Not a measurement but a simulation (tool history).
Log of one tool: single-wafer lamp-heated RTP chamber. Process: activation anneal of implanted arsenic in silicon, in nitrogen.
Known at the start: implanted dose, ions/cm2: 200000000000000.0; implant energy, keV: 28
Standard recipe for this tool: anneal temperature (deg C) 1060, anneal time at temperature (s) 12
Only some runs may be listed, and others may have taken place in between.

run    hour  anneal temperature (deg C)  anneal time at temperature (s)  wafers since the last listed run  wafers since the last pyrometer calibration  wafers since the reflector plate was cleaned  hours since the gauge calibration  read-back reference wafer on the same gauge, sheet resistance  sheet resistance of the implanted and annealed layer (ohm/square)
  1     0.0                        1053                              12                                 0                                         3420                                          4949                             2350.7                                                         423.14                                                             423.28
  2    70.3                        1053                              12                              1351                                         4771                                          6300                             2421.0                                                         423.22                                                             421.84
  3   137.3                        1053                              12                              1288                                         6059                                          7588                             2488.0                                                         422.76                                                             421.96
  4   215.8                        1060                               8                              1509                                         7568                                          9097                             2566.5                                                         422.83                                                             423.70
      263.7  -- reflector plate cleaned
  5   272.5                        1060                               8                               936                                         8505                                           169                             2623.2                                                         422.55                                                             423.80
  6   311.3                        1041                              17                               745                                         9251                                           915                             2662.0                                                         422.63                                                             420.80
  7   367.7                        1078                               8                              1084                                        10335                                          1999                             2718.4                                                         422.40                                                             421.86
      377.7  -- pyrometer window cleaned and pyrometer calibrated
  8   458.0                        1078                               8                              1582                                         1544                                          3582                             2808.7                                                         421.98                                                             421.43
  9   548.0                        1060                               7                              1730                                         3274                                          5312                             2898.7                                                         421.74                                                             422.27
 10   652.9                        1060                               7                              2016                                         5291                                          7328                             3003.6                                                         421.50                                                             421.59
 11   704.8                        1060                               7                               997                                         6289                                          8326                             3055.5                                                         421.38                                                             423.15
      773.1  -- reflector plate cleaned
 12   773.6                        1060                              12                              1168                                         7458                                            10                             3124.3                                                         421.11                                                             420.80
 13   875.2                        1060                              12                              1953                                         9411                                          1963                             3225.9                                                         420.76                                                             418.62
 14   921.3                        1060                              12                               886                                        10297                                          2849                             3272.0                                                         420.70                                                             419.20
      988.1  -- pyrometer window cleaned and pyrometer calibrated
 15  1005.0                        1060                              12                              1455                                          325                                          4305                             3355.7                                                         420.30                                                             419.41
 16  1050.4                        1060                              12                               872                                         1197                                          5178                             3401.1                                                         420.14                                                             419.28
 17  1116.7                        1078                               8                              1274                                         2472                                          6452                             3467.4                                                         419.92                                                             419.94
 18  1164.5                        1084                               5                               918                                         3391                                          7371                             3515.2                                                         419.86                                                             421.57
 19  1210.2                        1052                              12                               878                                         4269                                          8250                             3560.9                                                         419.63                                                             419.51
 20  1274.8                        1041                              15                              1241                                         5511                                          9492                             3625.5                                                         419.40                                                             419.85
     1340.7  -- gauge calibrated
     1359.6  -- reflector plate cleaned
 21  1371.8                        1079                              10                              1711                                         7222                                           235                               31.1                                                         425.41                                                             423.65
     1605.3  -- pyrometer window cleaned and pyrometer calibrated
 22  1674.2                        1080                              15                              5659                                         1325                                          5895                              333.5                                                         425.31                                                             419.11
 23  1726.2                        1060                               7                               999                                         2324                                          6894                              385.5                                                         425.27                                                             427.33
 24  1900.8                        1073                              15                              3356                                         5681                                         10251                              560.1                                                         425.31                                                             420.28
     1927.2  -- reflector plate cleaned
 25  1952.9                        1081                              18                               847                                         6529                                           494                              612.2                                                         425.21                                                             418.26
 26  2015.8                        1090                               8                              1209                                         7738                                          1704                              675.1                                                         425.13                                                             422.24
 27  2099.2                        1060                              12                              1603                                         9341                                          3307                              758.5                                                         425.06                                                             424.99
 28  2182.8                        1060                              12                              1607                                        10949                                          4914                              842.1                                                         424.91                                                             424.97
     2240.1  -- pyrometer window cleaned and pyrometer calibrated
 29  2260.7                        1048                              12                              1343                                          395                                          6258                              920.0                                                         424.88                                                             424.81
 30  2341.9                        1060                              12                              1561                                         1957                                          7819                             1001.2                                                         424.81                                                             424.44
 31  2443.6                        1074                               5                              1955                                         3912                                          9774                             1102.9                                                         424.79                                                             426.44
     2517.6  -- reflector plate cleaned
 32  2518.1                        1086                              15                              1278                                         5190                                             9                             1177.4                                                         424.76                                                             417.87
 33  2554.9                        1071                               5                               707                                         5898                                           716                             1214.2                                                         424.66                                                             427.74
 34  2594.3                        1049                              17                               757                                         6655                                          1474                             1253.6                                                         424.57                                                             422.51
 35  2638.2                        1045                              12                               843                                         7499                                          2318                             1297.5                                                         424.63                                                             425.25

Results per run with the tool's hidden condition removed, run-to-run variation unchanged:
The tool's hidden condition here consists of: true wafer temperature minus pyrometer reading, K; wafer temperature error from the tarnished reflector plate, K; gauge reads high (%).
run  sheet resistance of the implanted and annealed layer (ohm/square)
  1                                                             426.01
  2                                                             424.73
  3                                                             425.02
  4                                                             426.97
  5                                                             427.23
  6                                                             424.31
  7                                                             425.53
  8                                                             425.35
  9                                                             426.47
 10                                                             426.10
 11                                                             427.84
 12                                                             425.68
 13                                                             423.81
 14                                                             424.55
 15                                                             425.04
 16                                                             425.08
 17                                                             425.98
 18                                                             427.81
 19                                                             425.88
 20                                                             426.47
 21                                                             424.26
 22                                                             419.76
 23                                                             428.02
 24                                                             421.04
 25                                                             419.05
 26                                                             423.08
 27                                                             425.90
 28                                                             425.94
 29                                                             425.85
 30                                                             425.56
 31                                                             427.67
 32                                                             419.17
 33                                                             429.11
 34                                                             423.91
 35                                                             426.72
